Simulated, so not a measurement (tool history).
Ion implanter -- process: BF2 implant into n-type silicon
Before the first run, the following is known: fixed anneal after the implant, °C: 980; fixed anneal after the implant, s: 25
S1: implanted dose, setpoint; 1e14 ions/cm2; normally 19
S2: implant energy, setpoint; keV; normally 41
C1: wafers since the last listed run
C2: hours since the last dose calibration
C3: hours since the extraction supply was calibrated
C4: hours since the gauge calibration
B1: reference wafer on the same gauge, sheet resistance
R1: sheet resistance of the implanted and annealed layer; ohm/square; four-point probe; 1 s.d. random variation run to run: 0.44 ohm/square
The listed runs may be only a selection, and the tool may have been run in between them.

run     day     S1    S2    C1      C2      C3      C4      B1      R1
  1       0  16.21    41     0   952.2  3630.1  2912.6  132.98  139.42
  2   2.729  16.21    41  1067  1017.7  3695.6  2978.1  133.01  139.23
  3   3.962  16.21    41   482  1047.3  3725.2  3007.7  132.95  138.82
  4     6.8  21.41    41  1109  1115.4  3793.3  3075.8  132.99  135.04
  5  14.462  21.41    41  2996  1299.3  3977.2  3259.7  133.01  135.51
  6  16.808  17.83    41   917  1355.6  4033.5    3316  133.03   137.3
  7  21.483  17.83    41  1828  1467.8  4145.7  3428.2  132.95  137.31
  8  23.192  21.55    46   668  1508.8  4186.7  3469.2     133  126.85
     24.175  -- extraction supply calibrated
  9  25.354  21.55    46   715  1560.7    28.3  3521.1  133.02  122.67
 10  27.762  21.55    46   941  1618.5    86.1  3578.9  132.97  122.69
 11  28.983  16.04    41   477  1647.8   115.4  3608.2  132.93  136.27
     29.388  -- gauge calibrated
 12  29.996     19    41   395  1672.1   139.7    14.6  132.97  132.69
 13  31.425  17.11  29.5   558  1706.4     174    48.9  133.06  160.24
 14  33.662     19    41   874  1760.1   227.7   102.6  133.02  132.86
 15  35.762     19    31   821  1810.5   278.1     153  133.02   155.3
 16  37.883     19    41   829  1861.4     329   203.9  132.96  132.79
 17  40.767     19    30  1127  1930.6   398.2   273.1  133.02  157.75
 18  42.888  13.94    55   829  1981.5   449.1     324  133.01  120.62
 19  45.296     14    41   941  2039.3   506.9   381.8  132.96  139.43
 20  47.825  13.75    52   988    2100   567.6   442.5  132.95   124.5
 21  50.458  21.19    55  1029  2163.2   630.8   505.7  133.01  111.78
 22   51.75     19    41   505  2194.2   661.8   536.7  132.98  133.67
 23  52.796  21.41    41   408  2219.3   686.9   561.8  133.05  132.23
 24  54.092  23.12  34.5   506  2250.4     718   592.9  133.04  144.47
     56.917  -- Faraday cup replaced and dose calibrated
 25  56.942     19    41   984     0.6   786.4   661.3  133.01  132.87
 26  58.754     19    41   708    44.1   829.9   704.8     133  132.79
 27  61.262     19  50.5   980   104.3   890.1     765  133.01  118.79
 28  63.417  24.08    51   842     156   941.8   816.7  132.91  115.24
 29  65.371     19    36   764   202.9   988.7   863.6  133.02  142.96
 30  68.142  24.28    45  1083   269.4  1055.2   930.1  132.94  124.47
 31  69.738     19    41   624   307.7  1093.5   968.4  133.02  133.51
 32  71.212     19  47.5   576   343.1  1128.9  1003.8  132.97   122.8
 33  74.208  22.76  50.5  1171     415  1200.8  1075.7  133.04  116.75
 34  76.892   21.2  30.5  1049   479.4  1265.2  1140.1     133  155.54
 35  78.496     19    41   627   517.9  1303.7  1178.6  132.92  134.15
 36  82.158  15.02  53.5  1432   605.8  1391.6  1266.5  132.99  120.39

What if the next run were any one of these 5? Each begins from the tool's condition after run 36:
  A  82.175     19    41   6  606.2  1392  1266.9   ?   ?
  B  82.175  20.55    36   6  606.2  1392  1266.9   ?   ?
  C  82.175  21.79  53.5   6  606.2  1392  1266.9   ?   ?
  D  82.175   21.8    50   6  606.2  1392  1266.9   ?   ?
  E  82.175  16.97  47.5   6  606.2  1392  1266.9   ?   ?

run   B1      R1
  A  133  133.42
  B  133  142.34
  C  133   112.8
  D  133  117.37
  E  133  124.73
Stripped of hidden state, with their random variation kept, the same runs would have yielded:
run      R1
  A  132.33
  B  141.19
  C  111.83
  D  116.37
  E  123.72

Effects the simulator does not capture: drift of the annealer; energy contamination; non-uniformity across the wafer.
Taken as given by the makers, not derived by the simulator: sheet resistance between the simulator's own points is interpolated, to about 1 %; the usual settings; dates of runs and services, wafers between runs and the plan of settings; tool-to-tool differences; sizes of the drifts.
